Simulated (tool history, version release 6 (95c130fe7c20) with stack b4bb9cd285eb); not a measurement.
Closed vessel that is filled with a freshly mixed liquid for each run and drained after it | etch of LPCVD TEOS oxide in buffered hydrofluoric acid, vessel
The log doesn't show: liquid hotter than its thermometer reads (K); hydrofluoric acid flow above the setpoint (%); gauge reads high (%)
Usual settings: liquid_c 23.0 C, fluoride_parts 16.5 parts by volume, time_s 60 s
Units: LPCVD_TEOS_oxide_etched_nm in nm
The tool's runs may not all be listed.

run	day	liquid_c	fluoride_parts	time_s	wafers since the last listed run	hours since the thermometer was replaced	hours since the hydrofluoric acid flow meter was replaced	hours since the gauge calibration	read-back film thickness of the LPCVD TEOS oxide reference wafer, read on the same gauge (nm)	LPCVD_TEOS_oxide_etched_nm
1	0.000	21.0	12.0	60	0	449.5	441.5	903.5	29.96	153.23
# day 1.783: gauge calibrated
2	4.304	26.0	16.5	60	13591	552.8	544.8	60.5	30.04	147.82
3	7.200	23.0	16.5	60	9144	622.3	614.3	130.0	30.00	127.04
4	9.792	23.0	16.5	60	8184	684.5	676.5	192.2	29.96	125.80
5	11.662	25.5	16.5	60	5907	729.4	721.4	237.1	29.98	144.80
6	13.488	25.5	16.5	60	5763	773.2	765.2	280.9	30.00	144.87
7	16.033	25.5	16.5	60	8039	834.3	826.3	342.0	30.03	143.90
# day 17.208: thermometer replaced
# day 19.308: hydrofluoric acid flow meter replaced
8	20.042	23.0	16.5	60	12394	68.0	17.6	438.2	29.99	123.87
9	30.017	21.0	21.0	45	31499	307.4	257.0	677.6	30.02	66.69
10	32.012	21.0	16.5	30	6302	355.3	304.9	725.5	30.01	55.91
11	36.079	20.5	16.5	30	12841	452.9	402.5	823.1	29.99	54.11
12	38.396	24.5	16.5	60	7315	508.5	458.1	878.7	30.00	135.83
# day 39.854: gauge calibrated
13	42.667	23.0	16.5	60	13486	611.0	560.6	67.5	30.02	125.49
14	45.292	23.0	22.5	60	8289	674.0	623.6	130.5	29.98	95.42
15	51.100	23.0	16.5	60	18341	813.4	763.0	269.9	29.96	125.87
# day 53.079: thermometer replaced
16	54.429	23.0	16.5	60	10381	32.4	842.9	349.8	30.00	125.71

Some steps in LPCVD_TEOS_oxide_etched_nm between neighbouring runs. How much of each would the tool show without its hidden state too (settings, what came in, random variation), and how much is left for the hidden state, with any gauge scatter that isn't in both results?
Run 7 -> 8: liquid_c 25.5 -> 23.0, thermometer replaced, hydrofluoric acid flow meter replaced. LPCVD_TEOS_oxide_etched_nm -20.03 nm: hidden state -2.81, all else -17.22.
Run 11 -> 12: liquid_c 20.5 -> 24.5, time_s 30 -> 60. LPCVD_TEOS_oxide_etched_nm +81.72 nm: hidden state +0.81, all else +80.91.
